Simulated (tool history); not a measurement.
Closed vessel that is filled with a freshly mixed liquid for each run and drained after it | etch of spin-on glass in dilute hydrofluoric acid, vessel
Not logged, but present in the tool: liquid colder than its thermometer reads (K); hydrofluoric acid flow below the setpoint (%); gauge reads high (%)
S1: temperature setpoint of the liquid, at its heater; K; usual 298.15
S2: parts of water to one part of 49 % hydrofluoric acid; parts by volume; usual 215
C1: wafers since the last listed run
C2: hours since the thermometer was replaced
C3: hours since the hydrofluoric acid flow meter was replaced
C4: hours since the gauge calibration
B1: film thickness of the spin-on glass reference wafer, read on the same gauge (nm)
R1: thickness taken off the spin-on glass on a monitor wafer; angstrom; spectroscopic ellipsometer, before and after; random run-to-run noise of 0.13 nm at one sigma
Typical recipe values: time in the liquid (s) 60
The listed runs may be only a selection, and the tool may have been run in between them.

Run 1, hour 0.0: usual settings; C1 0; C2 97.9; C3 689.9; C4 1076.0; B1 50.00. Result: R1 128.1 angstrom.
Run 2, hour 98.8: usual settings; C1 10866; C2 196.7; C3 788.7; C4 1174.8; B1 50.01. Result: R1 128.4 angstrom.
Run 3, hour 167.3: usual settings; C1 7533; C2 265.2; C3 857.2; C4 1243.3; B1 50.01. Result: R1 123.6 angstrom.
Run 4, hour 195.9: usual settings; C1 3145; C2 293.8; C3 885.8; C4 1271.9; B1 50.02. Result: R1 125.3 angstrom.
Run 5, hour 222.1: usual settings; C1 2881; C2 320.0; C3 912.0; C4 1298.1; B1 50.00. Result: R1 125.3 angstrom.
Run 6, hour 281.4: usual settings; C1 6521; C2 379.3; C3 971.3; C4 1357.4; B1 49.99. Result: R1 123.1 angstrom.
Run 7, hour 340.9: usual settings; C1 6543; C2 438.8; C3 1030.8; C4 1416.9; B1 49.99. Result: R1 123.2 angstrom.
Run 8, hour 388.5: usual settings but time in the liquid (s) 80; C1 5235; C2 486.4; C3 1078.4; C4 1464.5; B1 50.00. Result: R1 161.1 angstrom.
Run 9, hour 438.3: usual settings but time in the liquid (s) 80; C1 5477; C2 536.2; C3 1128.2; C4 1514.3; B1 50.00. Result: R1 161.2 angstrom.
Run 10, hour 486.2: usual settings; C1 5268; C2 584.1; C3 1176.1; C4 1562.2; B1 49.99. Result: R1 118.6 angstrom.
Run 11, hour 542.7: usual settings but S1 301.65 K; C1 6213; C2 640.6; C3 1232.6; C4 1618.7; B1 49.98. Result: R1 135.6 angstrom.
Run 12, hour 576.5: usual settings but S1 301.65 K; C1 3717; C2 674.4; C3 1266.4; C4 1652.5; B1 49.99. Result: R1 133.9 angstrom.
Run 13, hour 758.8: usual settings but time in the liquid (s) 45; C1 20049; C2 856.7; C3 1448.7; C4 1834.8; B1 50.00. Result: R1 87.9 angstrom.
Run 14, hour 819.7: usual settings but time in the liquid (s) 45; C1 6697; C2 917.6; C3 1509.6; C4 1895.7; B1 49.99. Result: R1 88.4 angstrom.
At hour 841.0: gauge calibrated.
Run 15, hour 855.1: usual settings; C1 3893; C2 953.0; C3 1545.0; C4 14.1; B1 50.01. Result: R1 114.4 angstrom.
Run 16, hour 885.0: usual settings; C1 3288; C2 982.9; C3 1574.9; C4 44.0; B1 50.01. Result: R1 116.2 angstrom.
Run 17, hour 939.8: usual settings; C1 6026; C2 1037.7; C3 1629.7; C4 98.8; B1 50.01. Result: R1 116.2 angstrom.
Run 18, hour 982.4: usual settings but S1 294.15 K, S2 145 parts by volume; C1 4685; C2 1080.3; C3 1672.3; C4 141.4; B1 50.01. Result: R1 157.1 angstrom.
Run 19, hour 1020.2: usual settings; C1 4157; C2 1118.1; C3 1710.1; C4 179.2; B1 49.98. Result: R1 115.3 angstrom.
Run 20, hour 1056.4: usual settings but S1 294.65 K, time in the liquid (s) 35; C1 3981; C2 1154.3; C3 1746.3; C4 215.4; B1 50.01. Result: R1 58.8 angstrom.
Run 21, hour 1115.9: usual settings but S1 299.65 K, time in the liquid (s) 40; C1 6543; C2 1213.8; C3 1805.8; C4 274.9; B1 50.01. Result: R1 80.9 angstrom.
Run 22, hour 1158.6: usual settings but S2 170 parts by volume, time in the liquid (s) 75; C1 4696; C2 1256.5; C3 1848.5; C4 317.6; B1 50.00. Result: R1 189.7 angstrom.
Run 23, hour 1224.0: usual settings but S1 295.15 K, time in the liquid (s) 50; C1 7192; C2 1321.9; C3 1913.9; C4 383.0; B1 50.02. Result: R1 83.4 angstrom.
Run 24, hour 1251.9: usual settings; C1 3068; C2 1349.8; C3 1941.8; C4 410.9; B1 50.00. Result: R1 111.8 angstrom.
At hour 1255.7: hydrofluoric acid flow meter replaced.
Run 25, hour 1278.6: usual settings but S1 301.65 K, S2 150 parts by volume, time in the liquid (s) 45; C1 2826; C2 1376.5; C3 22.9; C4 437.6; B1 50.00. Result: R1 161.8 angstrom.
Run 26, hour 1327.8: usual settings but S1 294.15 K, S2 145 parts by volume; C1 5411; C2 1425.7; C3 72.1; C4 486.8; B1 50.00. Result: R1 164.6 angstrom.
At hour 1368.8: thermometer replaced.
Run 27, hour 1374.5: usual settings; C1 5026; C2 5.7; C3 118.8; C4 533.5; B1 50.00. Result: R1 129.1 angstrom.
Run 28, hour 1458.6: usual settings; C1 9249; C2 89.8; C3 202.9; C4 617.6; B1 49.97. Result: R1 129.6 angstrom.
Run 29, hour 1526.7: usual settings but S1 299.65 K; C1 7489; C2 157.9; C3 271.0; C4 685.7; B1 49.99. Result: R1 134.9 angstrom.
Run 30, hour 1578.8: usual settings but S1 296.15 K, S2 120 parts by volume, time in the liquid (s) 40; C1 5729; C2 210.0; C3 323.1; C4 737.8; B1 49.98. Result: R1 159.8 angstrom.
Run 31, hour 1636.7: usual settings but time in the liquid (s) 30; C1 6367; C2 267.9; C3 381.0; C4 795.7; B1 50.02. Result: R1 64.4 angstrom.
Run 32, hour 1682.5: usual settings but time in the liquid (s) 45; C1 5037; C2 313.7; C3 426.8; C4 841.5; B1 50.00. Result: R1 93.0 angstrom.
Run 33, hour 1743.5: usual settings; C1 6708; C2 374.7; C3 487.8; C4 902.5; B1 49.99. Result: R1 125.4 angstrom.
Run 34, hour 1791.8: usual settings but S1 302.15 K, time in the liquid (s) 90; C1 5312; C2 423.0; C3 536.1; C4 950.8; B1 49.98. Result: R1 216.3 angstrom.
Run 35, hour 1826.6: usual settings; C1 3827; C2 457.8; C3 570.9; C4 985.6; B1 50.02. Result: R1 124.4 angstrom.

Consider 3 possible next runs. They are alternatives, not a sequence: every one starts from the tool as it was left by run 35. What does each give?
Run A, hour 1827.3: usual settings but S2 130 parts by volume; C1 76; C2 458.5; C3 571.6; C4 986.3; B1 ?. Result: R1 ?.
Run B, hour 1827.3: usual settings but time in the liquid (s) 70; C1 76; C2 458.5; C3 571.6; C4 986.3; B1 ?. Result: R1 ?.
Run C, hour 1827.3: usual settings but S1 302.15 K, S2 140 parts by volume, time in the liquid (s) 30; C1 76; C2 458.5; C3 571.6; C4 986.3; B1 ?. Result: R1 ?.

run     B1     R1
  A  50.01  224.2
  B  50.01  143.6
  C  50.01  119.5
With no hidden state in the tool, these same runs would have given:
run     R1
  A  237.8
  B  152.3
  C  126.7

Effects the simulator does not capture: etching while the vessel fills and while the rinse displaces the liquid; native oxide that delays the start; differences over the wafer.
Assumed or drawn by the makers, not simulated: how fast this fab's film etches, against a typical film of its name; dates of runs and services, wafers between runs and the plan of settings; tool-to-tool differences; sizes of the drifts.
